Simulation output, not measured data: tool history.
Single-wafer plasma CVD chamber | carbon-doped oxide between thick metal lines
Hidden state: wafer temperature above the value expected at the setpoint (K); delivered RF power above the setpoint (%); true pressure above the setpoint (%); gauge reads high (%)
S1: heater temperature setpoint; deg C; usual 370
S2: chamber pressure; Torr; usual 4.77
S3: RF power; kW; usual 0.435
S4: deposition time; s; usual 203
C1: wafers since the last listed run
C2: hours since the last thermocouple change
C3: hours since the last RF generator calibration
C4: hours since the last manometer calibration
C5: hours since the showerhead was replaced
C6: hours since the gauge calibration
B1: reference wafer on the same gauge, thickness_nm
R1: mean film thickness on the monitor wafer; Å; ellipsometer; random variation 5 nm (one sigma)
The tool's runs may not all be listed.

run,hour,S1,S2,S3,S4,C1,C2,C3,C4,C5,C6,B1,R1
1,0.0,370,4.77,0.435,227,0,1208.3,1575.3,2386.4,2429.5,653.3,862.847,10319.94
2,45.7,370,4.77,0.435,227,442,1254.0,1621.0,2432.1,2475.2,699.0,860.461,10391.60
3,94.7,370,4.77,0.435,203,474,1303.0,1670.0,2481.1,2524.2,748.0,857.940,9209.98
4,144.0,370,4.77,0.435,203,477,1352.3,1719.3,2530.4,2573.5,797.3,856.712,9256.64
5,193.2,370,4.77,0.435,203,476,1401.5,1768.5,2579.6,2622.7,846.5,857.075,9160.56
6,229.1,370,4.77,0.435,203,347,1437.4,1804.4,2615.5,2658.6,882.4,854.319,9166.44
7,270.2,370,4.77,0.435,203,397,1478.5,1845.5,2656.6,2699.7,923.5,852.756,9192.32
8,317.9,378,4.77,0.435,225,461,1526.2,1893.2,2704.3,2747.4,971.2,852.382,10003.85
# hour 338.6: gauge calibrated
# hour 346.7: showerhead replaced
# hour 370.0: capacitance manometer re-zeroed and calibrated
9,373.0,370,4.77,0.435,203,378,1581.3,1948.3,3.0,26.3,34.4,887.932,9586.75
10,433.8,378,4.20,0.390,180,588,1642.1,2009.1,63.8,87.1,95.2,885.778,7514.78
11,499.9,370,3.87,0.435,215,639,1708.2,2075.2,129.9,153.2,161.3,883.024,9726.57
12,569.7,370,4.77,0.435,203,675,1778.0,2145.0,199.7,223.0,231.1,880.779,9464.39
13,601.4,366,4.77,0.435,203,306,1809.7,2176.7,231.4,254.7,262.8,880.938,9481.15
14,662.4,378,5.70,0.490,227,590,1870.7,2237.7,292.4,315.7,323.8,879.329,11548.32
# hour 670.6: thermocouple changed; heater temperature recalibrated
# hour 679.6: RF generator calibrated
15,731.2,359,3.91,0.350,179,510,60.6,51.6,361.2,384.5,392.6,875.418,7104.39

The next listed run, before its measurement:
16,781.7,370,4.77,0.435,203,488,111.1,102.1,411.7,435.0,443.1,?,?

Run 16 gave B1 872.758, R1 9401.48 Å.
Without the tool's hidden state the same run would have given R1 9564.61 Å.
